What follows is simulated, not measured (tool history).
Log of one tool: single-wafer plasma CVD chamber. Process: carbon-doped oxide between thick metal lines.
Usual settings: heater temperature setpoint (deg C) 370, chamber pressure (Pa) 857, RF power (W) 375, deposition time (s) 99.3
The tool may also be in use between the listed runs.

run    hour  heater temperature setpoint (deg C)  chamber pressure (Pa)  RF power (W)  deposition time (s)  wafers since the last listed run  hours since the last thermocouple change  hours since the last RF generator calibration  hours since the last manometer calibration  hours since the showerhead was replaced  hours since the gauge calibration  read-back reference wafer on the same gauge, thickness_nm  mean film thickness on the monitor wafer (nm)
  1     0.0                                  370                    857           375                 99.3                                 0                                    1044.9                                          356.4                                       598.7                                   6774.7                             1376.9                                                    467.350                                        431.013
  2    56.9                                  370                    857           400                 83.6                               595                                    1101.8                                          413.3                                       655.6                                   6831.6                             1433.8                                                    469.093                                        386.481
  3   113.6                                  370                    857           400                 83.6                               593                                    1158.5                                          470.0                                       712.3                                   6888.3                             1490.5                                                    468.233                                        383.804
  4   148.2                                  370                    857           375                 99.3                               362                                    1193.1                                          504.6                                       746.9                                   6922.9                             1525.1                                                    468.354                                        431.676
      163.0  -- thermocouple changed; heater temperature recalibrated
  5   189.5                                  361                    928           375                 99.3                               348                                      26.5                                          545.9                                       788.2                                   6964.2                             1566.4                                                    468.235                                        437.860
  6   217.8                                  370                    687           375                 99.3                               296                                      54.8                                          574.2                                       816.5                                   6992.5                             1594.7                                                    467.573                                        422.266
  7   242.2                                  370                    857           375                 99.3                               255                                      79.2                                          598.6                                       840.9                                   7016.9                             1619.1                                                    467.678                                        431.198
  8   304.7                                  370                    857           330                 99.3                               654                                     141.7                                          661.1                                       903.4                                   7079.4                             1681.6                                                    468.830                                        379.104
  9   355.0                                  370                   1004           375                 99.3                               526                                     192.0                                          711.4                                       953.7                                   7129.7                             1731.9                                                    467.448                                        431.334
 10   397.3                                  370                    857           375                 99.3                               442                                     234.3                                          753.7                                       996.0                                   7172.0                             1774.2                                                    467.734                                        427.453
 11   490.0                                  370                    857           375                 99.3                               970                                     327.0                                          846.4                                      1088.7                                   7264.7                             1866.9                                                    467.430                                        426.709
 12   535.5                                  370                   1069           375                 88.3                               476                                     372.5                                          891.9                                      1134.2                                   7310.2                             1912.4                                                    467.301                                        383.558
      564.3  -- capacitance manometer re-zeroed and calibrated
 13   573.6                                  370                    857           375                 99.3                               315                                     410.6                                          930.0                                         9.3                                   7348.3                             1950.5                                                    468.543                                        425.807
 14   608.9                                  370                   1061           375                 99.3                               369                                     445.9                                          965.3                                        44.6                                   7383.6                             1985.8                                                    467.428                                        430.183
      667.1  -- gauge calibrated
      673.8  -- RF generator calibrated
 15   676.3                                  370                    857           375                 99.3                               622                                     513.3                                            2.5                                       112.0                                   7451.0                                9.2                                                    468.034                                        433.767
 16   706.9                                  385                   1048           395                 99.3                               320                                     543.9                                           33.1                                       142.6                                   7481.6                               39.8                                                    468.358                                        450.084
      732.0  -- showerhead replaced
 17   742.2                                  370                    800           410                 99.3                               285                                     579.2                                           68.4                                       177.9                                     10.2                               75.1                                                    468.205                                        469.101
 18   770.8                                  370                    661           375                 87.3                               299                                     607.8                                           97.0                                       206.5                                     38.8                              103.7                                                    467.478                                        373.420
 19   830.3                                  361                    857           375                 99.3                               623                                     667.3                                          156.5                                       266.0                                     98.3                              163.2                                                    468.161                                        439.877
 20   854.5                                  370                    857           375                 99.3                               253                                     691.5                                          180.7                                       290.2                                    122.5                              187.4                                                    468.087                                        434.362
 21   887.2                                  370                    857           310                 89.8                               342                                     724.2                                          213.4                                       322.9                                    155.2                              220.1                                                    466.965                                        323.840
 22   924.6                                  362                   1041           375                 99.3                               391                                     761.6                                          250.8                                       360.3                                    192.6                              257.5                                                    468.210                                        444.562
 23   966.4                                  370                    857           400                 99.3                               437                                     803.4                                          292.6                                       402.1                                    234.4                              299.3                                                    467.591                                        463.791
 24  1008.5                                  370                    857           375                 99.3                               440                                     845.5                                          334.7                                       444.2                                    276.5                              341.4                                                    467.370                                        433.153
 25  1062.6                                  370                    857           375                112.1                               566                                     899.6                                          388.8                                       498.3                                    330.6                              395.5                                                    467.710                                        489.046
 26  1115.4                                  370                    857           420                 99.3                               552                                     952.4                                          441.6                                       551.1                                    383.4                              448.3                                                    468.584                                        479.706
 27  1180.9                                  377                    761           430                 99.3                               685                                    1017.9                                          507.1                                       616.6                                    448.9                              513.8                                                    467.749                                        478.050

The same runs without the tool's hidden state, with the same run-to-run variation:
The hidden state here: wafer temperature above the value expected at the setpoint (K); delivered RF power above the setpoint (%); true pressure above the setpoint (%); gauge reads high (%).
run  mean film thickness on the monitor wafer (nm)
  1                                        434.601
  2                                        389.955
  3                                        387.702
  4                                        436.608
  5                                        443.326
  6                                        427.865
  7                                        437.219
  8                                        385.187
  9                                        438.926
 10                                        435.633
 11                                        436.452
 12                                        393.077
 13                                        437.119
 14                                        442.339
 15                                        435.451
 16                                        451.769
 17                                        470.896
 18                                        374.955
 19                                        441.843
 20                                        436.389
 21                                        325.522
 22                                        446.960
 23                                        466.430
 24                                        436.002
 25                                        492.724
 26                                        483.650
 27                                        482.671

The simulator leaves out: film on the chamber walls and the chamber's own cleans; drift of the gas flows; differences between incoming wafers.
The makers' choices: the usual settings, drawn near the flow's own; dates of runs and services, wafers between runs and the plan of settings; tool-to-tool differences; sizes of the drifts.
